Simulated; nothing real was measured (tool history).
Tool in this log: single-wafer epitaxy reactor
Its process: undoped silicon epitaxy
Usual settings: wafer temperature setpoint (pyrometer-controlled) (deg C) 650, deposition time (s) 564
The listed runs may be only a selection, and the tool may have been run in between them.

run    hour  wafer temperature setpoint (pyrometer-controlled) (deg C)  deposition time (s)  read-back reference wafer on the same gauge, thickness_nm  mean film thickness on the monitor wafer (Å)
  1     0.0                                                        642                  564                                                     99.742                                        833.99
  2    34.4                                                        642                  564                                                     99.889                                        831.80
  3    56.5                                                        650                  564                                                     99.776                                        979.64
  4    80.8                                                        650                  564                                                     99.572                                        982.55
  5   116.4                                                        650                  564                                                     99.787                                        964.42
  6   134.3                                                        650                  564                                                     99.627                                        979.79
  7   161.0                                                        650                  564                                                     99.544                                        967.52
  8   187.4                                                        650                  564                                                     99.405                                        974.96
  9   220.8                                                        655                  564                                                     99.448                                       1074.25
 10   235.1                                                        655                  564                                                     99.410                                       1071.38
 11   254.9                                                        653                  564                                                     99.240                                       1015.93
 12   271.9                                                        653                  564                                                     99.231                                       1023.16
 13   300.8                                                        650                  564                                                     99.185                                        963.98
 14   313.7                                                        650                  564                                                     99.100                                        957.83
 15   349.0                                                        650                  564                                                     99.002                                        972.63
 16   381.2                                                        650                  608                                                     98.931                                       1044.83
      394.7  -- pyrometer calibrated
 17   407.3                                                        650                  608                                                     98.780                                       1031.76
 18   428.4                                                        650                  608                                                     98.748                                       1038.48
 19   444.6                                                        650                  564                                                     98.662                                        963.82
 20   467.1                                                        650                  564                                                     98.518                                        946.87
 21   491.4                                                        650                  564                                                     98.288                                        952.61
 22   510.3                                                        650                  564                                                     98.384                                        955.34
 23   534.3                                                        656                  652                                                     98.110                                       1231.52
 24   565.9                                                        650                  564                                                     97.953                                        946.18
 25   671.4                                                        650                  642                                                     97.425                                       1076.75
 26   706.9                                                        650                  642                                                     97.157                                       1082.02
 27   730.8                                                        645                  629                                                     97.029                                        961.54
 28   757.5                                                        650                  516                                                     96.963                                        870.15
 29   790.6                                                        660                  642                                                     96.527                                       1294.51
 30   825.8                                                        650                  523                                                     96.388                                        862.84
 31   853.5                                                        655                  483                                                     96.206                                        886.94
      860.9  -- gauge calibrated
 32   873.2                                                        650                  636                                                     99.373                                       1091.75
 33   887.7                                                        650                  564                                                     99.279                                        969.95
 34   921.2                                                        650                  564                                                     99.274                                        979.05
 35   943.2                                                        644                  485                                                     99.296                                        743.56
 36   969.4                                                        650                  652                                                     99.139                                       1121.64
 37   990.4                                                        638                  636                                                     99.305                                        863.49
 38  1003.5                                                        655                  674                                                     99.328                                       1268.76
 39  1029.6                                                        636                  532                                                     99.239                                        697.70
 40  1045.1                                                        650                  660                                                     99.213                                       1139.23
 41  1072.3                                                        650                  475                                                     99.184                                        812.45
 42  1089.7                                                        650                  564                                                     99.176                                        963.19
 43  1113.8                                                        639                  564                                                     99.111                                        781.22
 44  1139.3                                                        657                  667                                                     99.083                                       1318.60
 45  1167.8                                                        662                  594                                                     98.976                                       1265.35
 46  1190.2                                                        640                  629                                                     98.844                                        876.26
 47  1202.3                                                        650                  564                                                     98.951                                        956.83

What if the next run were any one of these 4? Each begins from the tool's condition after run 47:
  A  1202.9                                                        650                  564                                                          ?                                             ?
  B  1202.9                                                        656                  564                                                          ?                                             ?
  C  1202.9                                                        661                  611                                                          ?                                             ?
  D  1202.9                                                        641                  476                                                          ?                                             ?

run  read-back reference wafer on the same gauge, thickness_nm  mean film thickness on the monitor wafer (Å)
  A                                                     98.927                                        962.34
  B                                                     98.927                                       1078.97
  C                                                     98.927                                       1284.51
  D                                                     98.927                                        682.44
With no hidden state in the tool, these same runs would have given:
run  mean film thickness on the monitor wafer (Å)
  A                                        970.41
  B                                       1088.01
  C                                       1295.28
  D                                        688.16

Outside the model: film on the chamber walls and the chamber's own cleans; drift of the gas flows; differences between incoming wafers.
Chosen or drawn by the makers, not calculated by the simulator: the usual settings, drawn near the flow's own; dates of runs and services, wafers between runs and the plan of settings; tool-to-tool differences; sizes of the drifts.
